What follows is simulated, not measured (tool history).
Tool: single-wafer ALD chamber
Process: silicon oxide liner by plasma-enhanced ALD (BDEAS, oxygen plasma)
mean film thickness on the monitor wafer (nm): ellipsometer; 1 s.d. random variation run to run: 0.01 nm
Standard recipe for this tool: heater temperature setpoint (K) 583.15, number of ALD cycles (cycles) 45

| run | hour | heater temperature setpoint (K) | number of ALD cycles (cycles) | read-back reference wafer on the same gauge, thickness_nm | mean film thickness on the monitor wafer (nm) |
|---|---|---|---|---|---|
| 1 | 0 | 588.15 | 42 | 3.689 | 3.865 |
| 2 | 20.7 | 583.15 | 45 | 3.687 | 4.164 |
| 3 | 44.2 | 583.15 | 38 | 3.681 | 3.518 |
| 4 | 59.5 | 583.15 | 38 | 3.681 | 3.503 |
|  | 75.7 | gauge calibrated |
| 5 | 77.2 | 590.15 | 45 | 3.721 | 4.165 |
| 6 | 104.5 | 583.15 | 50 | 3.717 | 4.666 |
| 7 | 123.6 | 583.15 | 45 | 3.712 | 4.198 |
| 8 | 146.1 | 583.15 | 45 | 3.712 | 4.191 |
| 9 | 178.3 | 583.15 | 38 | 3.707 | 3.532 |
| 10 | 197.5 | 576.15 | 53 | 3.705 | 4.983 |
| 11 | 213.7 | 583.15 | 38 | 3.701 | 3.526 |
| 12 | 238.5 | 572.15 | 45 | 3.696 | 4.238 |
| 13 | 267.4 | 570.15 | 49 | 3.695 | 4.655 |
| 14 | 281 | 588.15 | 45 | 3.69 | 4.141 |
|  | 308.9 | gauge calibrated |
|  | 335.4 | thermocouple changed; heater temperature recalibrated |
| 15 | 371.8 | 573.15 | 38 | 3.708 | 3.58 |
| 16 | 406.1 | 594.15 | 40 | 3.704 | 3.654 |
| 17 | 436.1 | 597.15 | 51 | 3.7 | 4.643 |

5 options for the next run, each taken on its own from the tool as it stands now. Forecast them:
| A | 436.6 | 583.15 | 45 | ? | ? |
| B | 436.6 | 588.15 | 50 | ? | ? |
| C | 436.6 | 597.15 | 45 | ? | ? |
| D | 436.6 | 578.15 | 52 | ? | ? |
| E | 436.6 | 574.15 | 50 | ? | ? |

| run | read-back reference wafer on the same gauge, thickness_nm | mean film thickness on the monitor wafer (nm) |
|---|---|---|
| A | 3.698 | 4.161 |
| B | 3.698 | 4.593 |
| C | 3.698 | 4.085 |
| D | 3.698 | 4.84 |
| E | 3.698 | 4.679 |
Had the tool no hidden state, the same runs would have come out as:
| run | mean film thickness on the monitor wafer (nm) |
|---|---|
| A | 4.184 |
| B | 4.618 |
| C | 4.106 |
| D | 4.866 |
| E | 4.704 |

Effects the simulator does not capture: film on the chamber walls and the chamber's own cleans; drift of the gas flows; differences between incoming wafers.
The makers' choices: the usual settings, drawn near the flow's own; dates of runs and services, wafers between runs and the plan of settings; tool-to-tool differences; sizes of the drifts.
